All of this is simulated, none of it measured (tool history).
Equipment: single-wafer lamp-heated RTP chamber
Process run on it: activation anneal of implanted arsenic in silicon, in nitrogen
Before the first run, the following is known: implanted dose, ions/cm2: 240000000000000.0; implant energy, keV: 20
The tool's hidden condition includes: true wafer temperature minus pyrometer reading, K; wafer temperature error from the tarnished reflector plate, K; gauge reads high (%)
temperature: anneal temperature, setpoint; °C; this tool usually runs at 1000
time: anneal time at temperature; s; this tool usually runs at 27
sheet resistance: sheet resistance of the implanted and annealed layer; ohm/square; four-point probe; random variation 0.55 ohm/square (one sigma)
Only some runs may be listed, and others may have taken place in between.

| run | hour | temperature | time | wafers since the last listed run | wafers since the last pyrometer calibration | wafers since the reflector plate was cleaned | hours since the gauge calibration | read-back reference wafer on the same gauge, sheet resistance | sheet resistance |
|---|---|---|---|---|---|---|---|---|---|
| 1 | 0.0 | 1000 | 27 | 0 | 84 | 1820 | 134.8 | 442.15 | 368.70 |
| 2 | 15.2 | 1000 | 27 | 173 | 257 | 1993 | 150.0 | 442.19 | 369.20 |
| 3 | 54.9 | 976 | 27 | 453 | 710 | 2446 | 189.7 | 442.46 | 371.05 |
| 4 | 77.4 | 976 | 27 | 256 | 967 | 2703 | 212.2 | 442.91 | 371.32 |
| 5 | 106.0 | 1000 | 21 | 326 | 1293 | 3029 | 240.8 | 442.94 | 370.32 |
| 6 | 128.4 | 1000 | 21 | 255 | 1549 | 3285 | 263.2 | 443.35 | 370.85 |
|  | 152.9 | pyrometer window cleaned and pyrometer calibrated |
| 7 | 158.6 | 1000 | 21 | 253 | 65 | 3538 | 293.4 | 443.14 | 370.58 |
| 8 | 171.8 | 1000 | 27 | 150 | 216 | 3689 | 306.6 | 443.67 | 370.21 |
| 9 | 185.9 | 1000 | 16 | 160 | 377 | 3850 | 320.7 | 443.67 | 372.29 |
| 10 | 217.5 | 1000 | 16 | 360 | 737 | 4210 | 352.3 | 444.43 | 373.00 |
| 11 | 238.8 | 1000 | 32 | 243 | 980 | 4453 | 373.6 | 444.93 | 369.96 |
| 12 | 265.3 | 1000 | 32 | 302 | 1283 | 4756 | 400.1 | 445.14 | 371.21 |
| 13 | 282.5 | 1021 | 14 | 196 | 1479 | 4952 | 417.3 | 445.54 | 372.60 |
|  | 297.5 | reflector plate cleaned |
| 14 | 314.1 | 1000 | 27 | 269 | 1748 | 189 | 448.9 | 445.83 | 372.29 |
|  | 317.4 | gauge calibrated |
| 15 | 330.9 | 976 | 41 | 191 | 1940 | 381 | 13.5 | 441.10 | 369.86 |
|  | 354.1 | pyrometer window cleaned and pyrometer calibrated |
| 16 | 354.6 | 1000 | 42 | 179 | 5 | 560 | 37.2 | 441.37 | 366.31 |
| 17 | 368.6 | 1025 | 27 | 159 | 165 | 720 | 51.2 | 441.50 | 365.49 |
| 18 | 398.9 | 1000 | 27 | 345 | 511 | 1066 | 81.5 | 441.47 | 368.23 |
| 19 | 423.7 | 1000 | 27 | 282 | 794 | 1349 | 106.3 | 441.65 | 367.51 |
| 20 | 443.7 | 1008 | 37 | 228 | 1022 | 1577 | 126.3 | 441.98 | 365.70 |
| 21 | 456.9 | 988 | 39 | 150 | 1173 | 1727 | 139.5 | 442.09 | 368.16 |
| 22 | 476.8 | 1024 | 21 | 227 | 1400 | 1955 | 159.4 | 441.90 | 367.10 |

For each entry between runs, how does the tool's hidden state at the last listed run before it compare with that at the first listed run after it?
Between runs 6 and 7: pyrometer window cleaned and pyrometer calibrated (hour 152.9)
  gauge reads high (%): 0.49 -> 0.572
  what was measured, less what the result would be without the hidden state, sheet resistance: +1.81 -> +2.11 ohm/square
Between runs 13 and 14: reflector plate cleaned (hour 297.5)
  gauge reads high (%): 1 -> 1.14
  what was measured, less what the result would be without the hidden state, sheet resistance: +3.70 -> +4.19 ohm/square
Between runs 14 and 15: gauge calibrated (hour 317.4)
  gauge reads high (%): 1.14 -> 0.101
  what was measured, less what the result would be without the hidden state, sheet resistance: +4.19 -> +0.37 ohm/square
Between runs 15 and 16: pyrometer window cleaned and pyrometer calibrated (hour 354.1)
  gauge reads high (%): 0.101 -> 0.107
  what was measured, less what the result would be without the hidden state, sheet resistance: +0.37 -> +0.39 ohm/square
